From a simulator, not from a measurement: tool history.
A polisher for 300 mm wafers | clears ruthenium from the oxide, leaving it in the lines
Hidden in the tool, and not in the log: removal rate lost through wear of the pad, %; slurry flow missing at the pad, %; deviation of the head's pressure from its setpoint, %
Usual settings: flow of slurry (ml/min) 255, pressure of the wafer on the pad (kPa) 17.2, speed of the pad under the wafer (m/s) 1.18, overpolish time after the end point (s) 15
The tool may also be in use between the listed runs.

| run | hour | flow of slurry (ml/min) | pressure of the wafer on the pad (kPa) | speed of the pad under the wafer (m/s) | overpolish time after the end point (s) | wafers since the last listed run | wafers polished on this pad | hours since the slurry nozzle was cleaned | hours since the head pressure was calibrated | incoming thickness of the incoming film, nm | time until the end point was called (s) |
|---|---|---|---|---|---|---|---|---|---|---|---|
| 1 | 0 | 310 | 17.2 | 1.18 | 15 | 0 | 3693 | 431.1 | 82.7 | 196.4 | 122.2 |
| 2 | 83.1 | 310 | 17.2 | 1.18 | 15 | 692 | 4385 | 514.2 | 165.8 | 199.8 | 128.9 |
| 3 | 144.9 | 310 | 17.2 | 1.18 | 15 | 514 | 4900 | 576 | 227.6 | 200.1 | 136.7 |
|  | 165.2 | slurry nozzle cleaned |
|  | 190.6 | worn pad replaced by a new one |
| 4 | 216.4 | 255 | 17.2 | 1.18 | 15 | 553 | 214 | 51.2 | 299.1 | 197.3 | 118.7 |
| 5 | 316.7 | 255 | 17.2 | 1.18 | 15 | 835 | 1050 | 151.5 | 399.4 | 200.7 | 118.7 |
| 6 | 417.8 | 255 | 17.2 | 1.18 | 15 | 842 | 1892 | 252.6 | 500.5 | 202.6 | 123.5 |
| 7 | 469.4 | 255 | 17.2 | 1.18 | 15 | 429 | 2321 | 304.2 | 552.1 | 201.1 | 128.7 |
|  | 471.7 | head pressure recalibrated |
| 8 | 505.9 | 255 | 17.2 | 1.18 | 15 | 287 | 2609 | 340.7 | 34.2 | 200.9 | 126.9 |
| 9 | 557.4 | 255 | 17.2 | 1.18 | 15 | 428 | 3038 | 392.2 | 85.7 | 195.8 | 125.9 |
| 10 | 662.5 | 320 | 17.2 | 1.18 | 15 | 875 | 3913 | 497.3 | 190.8 | 196.7 | 127.8 |
|  | 731.6 | slurry nozzle cleaned |
| 11 | 761.8 | 320 | 17.2 | 1.18 | 15 | 818 | 4732 | 30.2 | 290.1 | 198.2 | 132.1 |
|  | 772.7 | worn pad replaced by a new one |
| 12 | 856.6 | 255 | 17.2 | 1.18 | 15 | 756 | 698 | 125 | 384.9 | 202.7 | 115.4 |
| 13 | 945.2 | 255 | 17.2 | 1.18 | 15 | 737 | 1436 | 213.6 | 473.5 | 201.6 | 123.3 |
| 14 | 994.3 | 255 | 17.2 | 1.18 | 18 | 408 | 1845 | 262.7 | 522.6 | 203.3 | 121 |
| 15 | 1091.6 | 255 | 17.2 | 1.18 | 15 | 810 | 2656 | 360 | 619.9 | 200.2 | 124.8 |
|  | 1139.8 | head pressure recalibrated |
| 16 | 1178.2 | 255 | 17.2 | 1.18 | 15 | 704 | 3360 | 446.6 | 38.4 | 203.5 | 130.1 |
| 17 | 1273 | 255 | 17.2 | 1.18 | 15 | 789 | 4150 | 541.4 | 133.2 | 198.8 | 130.1 |
| 18 | 1345.1 | 290 | 17.2 | 1.18 | 15 | 600 | 4750 | 613.5 | 205.3 | 200.5 | 133.6 |
|  | 1402.2 | slurry nozzle cleaned |
|  | 1403.4 | worn pad replaced by a new one |
| 19 | 1404.7 | 255 | 17.2 | 0.94 | 23 | 478 | 10 | 2.5 | 264.9 | 202.2 | 155.1 |
| 20 | 1491.5 | 210 | 20.7 | 1.18 | 21 | 722 | 733 | 89.3 | 351.7 | 202.9 | 104.1 |
| 21 | 1532.8 | 185 | 22.1 | 0.98 | 7 | 343 | 1077 | 130.6 | 393 | 201.3 | 118.2 |
| 22 | 1631.6 | 255 | 17.2 | 1.18 | 22 | 822 | 1900 | 229.4 | 491.8 | 203.5 | 123.3 |
| 23 | 1722.4 | 170 | 18.6 | 1.34 | 15 | 756 | 2656 | 320.2 | 582.6 | 196.9 | 105.6 |
| 24 | 1796.7 | 255 | 17.2 | 1.18 | 15 | 618 | 3275 | 394.5 | 656.9 | 202.4 | 131.8 |
|  | 1810.1 | head pressure recalibrated |
| 25 | 1900.7 | 255 | 17.2 | 1.18 | 15 | 849 | 4125 | 498.5 | 90.6 | 199.1 | 130.3 |
|  | 1925.6 | slurry nozzle cleaned |
| 26 | 1974 | 255 | 13.8 | 1.18 | 15 | 602 | 4727 | 48.4 | 163.9 | 200.5 | 170.4 |
|  | 2041.1 | worn pad replaced by a new one |
| 27 | 2066.6 | 255 | 17.2 | 1.18 | 15 | 737 | 211 | 141 | 256.5 | 198.8 | 119 |
| 28 | 2158 | 255 | 17.2 | 1.18 | 24 | 761 | 973 | 232.4 | 347.9 | 198.9 | 120.1 |
| 29 | 2255.9 | 230 | 15.2 | 1.32 | 15 | 815 | 1788 | 330.3 | 445.8 | 202.7 | 119.9 |
| 30 | 2349.7 | 215 | 22.8 | 1.18 | 17 | 781 | 2569 | 424.1 | 539.6 | 200.1 | 98.6 |
| 31 | 2413.1 | 255 | 17.2 | 1.18 | 15 | 528 | 3097 | 487.5 | 603 | 203.1 | 126.7 |
|  | 2455.3 | head pressure recalibrated |
| 32 | 2501.7 | 255 | 22.8 | 1.18 | 15 | 721 | 3819 | 576.1 | 46.4 | 195.7 | 96.5 |
|  | 2524.3 | slurry nozzle cleaned |
| 33 | 2589 | 230 | 17.2 | 1.54 | 15 | 718 | 4537 | 64.7 | 133.7 | 197.3 | 100.3 |
|  | 2607.7 | worn pad replaced by a new one |
| 34 | 2695.7 | 255 | 12.4 | 1.18 | 12 | 855 | 732 | 171.4 | 240.4 | 199.9 | 159.9 |
| 35 | 2798.6 | 255 | 11.7 | 0.96 | 15 | 857 | 1589 | 274.3 | 343.3 | 197.3 | 207.4 |
| 36 | 2872.6 | 300 | 13.8 | 0.86 | 21 | 616 | 2206 | 348.3 | 417.3 | 198.7 | 196.6 |
| 37 | 2950.7 | 255 | 21.4 | 1.18 | 12 | 650 | 2856 | 426.4 | 495.4 | 198.6 | 99.7 |

3 ways to go on from here, each from the tool as it stands after run 37. What would each give?
| A | 2951.2 | 255 | 17.2 | 1.18 | 15 | 4 | 2860 | 426.9 | 495.9 | 197.7 | ? |
| B | 2951.2 | 255 | 23.4 | 1.18 | 24 | 4 | 2860 | 426.9 | 495.9 | 197.7 | ? |
| C | 2951.2 | 255 | 11.7 | 1.02 | 20 | 4 | 2860 | 426.9 | 495.9 | 197.7 | ? |

| run | time until the end point was called (s) |
|---|---|
| A | 120.4 |
| B | 89.3 |
| C | 201.8 |
Without the tool's hidden state the same runs would have given:
| run | time until the end point was called (s) |
|---|---|
| A | 115.2 |
| B | 85.4 |
| C | 193.1 |
